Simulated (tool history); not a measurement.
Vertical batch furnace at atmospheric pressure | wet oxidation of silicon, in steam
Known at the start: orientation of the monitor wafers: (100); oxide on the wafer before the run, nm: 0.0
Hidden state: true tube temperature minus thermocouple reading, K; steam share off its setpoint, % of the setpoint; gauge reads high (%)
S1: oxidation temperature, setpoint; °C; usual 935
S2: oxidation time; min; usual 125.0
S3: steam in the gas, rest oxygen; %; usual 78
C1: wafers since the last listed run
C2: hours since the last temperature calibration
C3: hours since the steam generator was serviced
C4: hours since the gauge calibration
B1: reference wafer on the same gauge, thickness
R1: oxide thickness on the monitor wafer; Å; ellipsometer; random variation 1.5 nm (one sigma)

| run | day | S1 | S2 | S3 | C1 | C2 | C3 | C4 | B1 | R1 |
|---|---|---|---|---|---|---|---|---|---|---|
| 1 | 0.000 | 935 | 125.0 | 78 | 0 | 4317.4 | 1170.9 | 33.9 | 336.17 | 3251.7 |
| 2 | 2.325 | 935 | 125.0 | 78 | 472 | 4373.2 | 1226.7 | 89.7 | 336.28 | 3228.3 |
| 3 | 2.742 | 935 | 125.0 | 78 | 84 | 4383.2 | 1236.7 | 99.7 | 336.35 | 3231.6 |
| 4 | 3.608 | 923 | 125.0 | 78 | 176 | 4404.0 | 1257.5 | 120.5 | 336.09 | 2873.4 |
| 5 | 4.392 | 923 | 125.0 | 78 | 159 | 4422.8 | 1276.3 | 139.3 | 336.71 | 2881.6 |
|  | 5.504 | thermocouples replaced and temperature profile calibrated |
| 6 | 5.525 | 923 | 125.0 | 78 | 27 | 0.5 | 1303.5 | 166.5 | 336.65 | 2855.7 |
| 7 | 7.412 | 935 | 125.0 | 78 | 383 | 45.8 | 1348.8 | 211.8 | 336.03 | 3234.5 |
| 8 | 8.029 | 935 | 125.0 | 78 | 125 | 60.6 | 1363.6 | 226.6 | 336.42 | 3221.4 |
| 9 | 8.408 | 935 | 125.0 | 78 | 77 | 69.7 | 1372.7 | 235.7 | 335.79 | 3194.4 |
| 10 | 8.967 | 935 | 125.0 | 82 | 113 | 83.1 | 1386.1 | 249.1 | 335.82 | 3346.1 |
| 11 | 9.312 | 935 | 125.0 | 82 | 70 | 91.4 | 1394.4 | 257.4 | 336.32 | 3353.0 |
| 12 | 9.717 | 935 | 125.0 | 78 | 82 | 101.1 | 1404.1 | 267.1 | 335.35 | 3216.6 |
| 13 | 10.588 | 935 | 125.0 | 78 | 177 | 122.0 | 1425.0 | 288.0 | 335.58 | 3210.6 |
| 14 | 11.046 | 935 | 125.0 | 78 | 93 | 133.0 | 1436.0 | 299.0 | 335.91 | 3216.5 |
| 15 | 11.354 | 935 | 125.0 | 78 | 62 | 140.4 | 1443.4 | 306.4 | 336.36 | 3229.4 |
| 16 | 11.917 | 935 | 125.0 | 78 | 114 | 153.9 | 1456.9 | 319.9 | 335.74 | 3217.2 |
| 17 | 12.688 | 935 | 150.0 | 86 | 156 | 172.4 | 1475.4 | 338.4 | 336.51 | 3982.1 |
| 18 | 13.354 | 913 | 185.0 | 73 | 135 | 188.4 | 1491.4 | 354.4 | 335.57 | 3376.4 |
| 19 | 13.933 | 926 | 125.0 | 78 | 117 | 202.3 | 1505.3 | 368.3 | 335.55 | 2967.2 |
|  | 15.054 | gauge calibrated |
|  | 15.212 | steam generator serviced |
| 20 | 15.233 | 954 | 125.0 | 78 | 60 | 233.5 | 0.5 | 4.3 | 335.80 | 4027.1 |
| 21 | 15.442 | 955 | 125.0 | 72 | 42 | 238.5 | 5.5 | 9.3 | 335.76 | 3836.8 |
| 22 | 15.654 | 942 | 144.5 | 73 | 43 | 243.6 | 10.6 | 14.4 | 336.00 | 3844.6 |
| 23 | 16.712 | 935 | 125.0 | 78 | 215 | 269.0 | 36.0 | 39.8 | 336.42 | 3391.1 |
| 24 | 17.267 | 916 | 125.0 | 81 | 112 | 282.3 | 49.3 | 53.1 | 335.75 | 2907.0 |
| 25 | 17.629 | 935 | 88.5 | 85 | 73 | 291.0 | 58.0 | 61.8 | 335.90 | 2781.5 |
| 26 | 18.512 | 935 | 125.0 | 78 | 179 | 312.2 | 79.2 | 83.0 | 335.81 | 3382.3 |
| 27 | 19.279 | 935 | 125.0 | 78 | 155 | 330.6 | 97.6 | 101.4 | 335.85 | 3366.7 |
| 28 | 20.150 | 935 | 74.0 | 78 | 177 | 351.5 | 118.5 | 122.3 | 335.81 | 2217.9 |
| 29 | 20.825 | 946 | 76.5 | 78 | 137 | 367.7 | 134.7 | 138.5 | 336.44 | 2563.6 |
| 30 | 21.275 | 935 | 125.0 | 78 | 91 | 378.5 | 145.5 | 149.3 | 335.95 | 3351.3 |
| 31 | 21.892 | 935 | 169.0 | 78 | 125 | 393.3 | 160.3 | 164.1 | 335.51 | 4242.4 |
| 32 | 22.508 | 923 | 125.0 | 78 | 125 | 408.1 | 175.1 | 178.9 | 336.35 | 2998.3 |
| 33 | 23.054 | 916 | 83.0 | 75 | 110 | 421.2 | 188.2 | 192.0 | 336.30 | 1917.1 |
| 34 | 23.758 | 935 | 125.0 | 69 | 143 | 438.1 | 205.1 | 208.9 | 336.25 | 3056.9 |
| 35 | 24.329 | 935 | 125.0 | 78 | 116 | 451.8 | 218.8 | 222.6 | 336.17 | 3347.6 |
| 36 | 25.096 | 923 | 125.0 | 78 | 155 | 470.2 | 237.2 | 241.0 | 336.32 | 2986.6 |
| 37 | 25.479 | 919 | 100.0 | 85 | 77 | 479.4 | 246.4 | 250.2 | 336.22 | 2554.8 |
| 38 | 26.179 | 910 | 95.5 | 69 | 142 | 496.2 | 263.2 | 267.0 | 335.80 | 1854.8 |
| 39 | 26.579 | 944 | 125.0 | 74 | 81 | 505.8 | 272.8 | 276.6 | 336.14 | 3497.4 |

Forecast each of these 3 alternatives for the next run:
| A | 26.792 | 935 | 125.0 | 74 | 43 | 510.9 | 277.9 | 281.7 | ? | ? |
| B | 26.792 | 920 | 125.0 | 84 | 43 | 510.9 | 277.9 | 281.7 | ? | ? |
| C | 26.792 | 951 | 76.5 | 82 | 43 | 510.9 | 277.9 | 281.7 | ? | ? |

| run | B1 | R1 |
|---|---|---|
| A | 335.74 | 3197.5 |
| B | 335.74 | 3064.1 |
| C | 335.74 | 2744.1 |
Without the tool's hidden state the same runs would have given:
| run | R1 |
|---|---|
| A | 3297.3 |
| B | 3162.2 |
| C | 2830.0 |
